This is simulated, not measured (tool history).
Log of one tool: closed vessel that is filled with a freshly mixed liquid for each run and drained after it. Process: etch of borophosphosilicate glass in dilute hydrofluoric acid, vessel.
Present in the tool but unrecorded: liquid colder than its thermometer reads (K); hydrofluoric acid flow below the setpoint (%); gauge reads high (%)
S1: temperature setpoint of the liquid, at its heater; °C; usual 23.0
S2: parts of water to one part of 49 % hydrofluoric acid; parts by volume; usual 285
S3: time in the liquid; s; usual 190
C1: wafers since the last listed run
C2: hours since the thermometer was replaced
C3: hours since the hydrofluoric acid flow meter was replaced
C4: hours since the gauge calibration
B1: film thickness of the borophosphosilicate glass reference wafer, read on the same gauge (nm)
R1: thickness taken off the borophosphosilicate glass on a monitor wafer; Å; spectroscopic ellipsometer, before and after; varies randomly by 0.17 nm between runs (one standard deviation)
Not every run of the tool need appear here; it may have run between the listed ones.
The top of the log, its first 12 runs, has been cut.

run,hour,S1,S2,S3,C1,C2,C3,C4,B1,R1
13,1121.2,23.0,170,190,8956,1060.4,495.6,378.3,40.00,619.6
14,1187.0,25.5,405,265,5645,1126.2,561.4,444.1,40.01,313.3
# hour 1325.7: thermometer replaced
# hour 1383.7: hydrofluoric acid flow meter replaced
15,1506.4,21.5,370,190,27230,180.7,122.7,763.5,39.99,238.8
16,1548.7,23.0,285,190,3628,223.0,165.0,805.8,40.01,350.4
17,1613.6,23.0,415,110,5567,287.9,229.9,870.7,39.96,122.2
18,1691.9,20.0,415,285,6717,366.2,308.2,949.0,40.00,283.2
19,1749.1,23.0,285,190,4907,423.4,365.4,1006.2,40.00,345.0
20,1830.8,23.0,285,190,7009,505.1,447.1,1087.9,40.00,339.3
21,1870.6,21.5,285,190,3414,544.9,486.9,1127.7,40.00,321.4
22,1940.0,23.0,190,190,5953,614.3,556.3,1197.1,40.02,552.6
23,2024.1,27.0,365,290,7215,698.4,640.4,1281.2,39.99,417.9
# hour 2064.6: hydrofluoric acid flow meter replaced
24,2076.7,23.0,425,190,4426,751.0,12.1,1333.8,40.00,206.2
25,2155.6,23.0,285,190,6768,829.9,91.0,1412.7,39.99,346.4
26,2209.6,23.0,155,190,4632,883.9,145.0,1466.7,40.00,718.9
27,2298.7,25.0,285,125,7643,973.0,234.1,1555.8,40.01,240.3
28,2348.7,25.5,195,125,4289,1023.0,284.1,1605.8,39.98,395.4
29,2443.8,23.0,285,190,8158,1118.1,379.2,1700.9,39.99,337.8
30,2493.0,23.0,285,190,4220,1167.3,428.4,1750.1,39.98,336.8

Alternative continuations, all from the tool just after run 30; predict every row:
A,2493.7,23.0,285,190,60,1168.0,429.1,1750.8,?,?
B,2493.7,21.5,325,95,60,1168.0,429.1,1750.8,?,?
C,2493.7,23.0,355,190,60,1168.0,429.1,1750.8,?,?
D,2493.7,23.0,330,245,60,1168.0,429.1,1750.8,?,?
E,2493.7,28.0,150,190,60,1168.0,429.1,1750.8,?,?

run,B1,R1
A,40.00,333.4
B,40.00,133.5
C,40.00,250.9
D,40.00,356.0
E,40.00,879.8
What these runs would have given with no unlogged condition in the tool:
run,R1
A,362.2
B,145.1
C,272.3
D,386.5
E,955.3
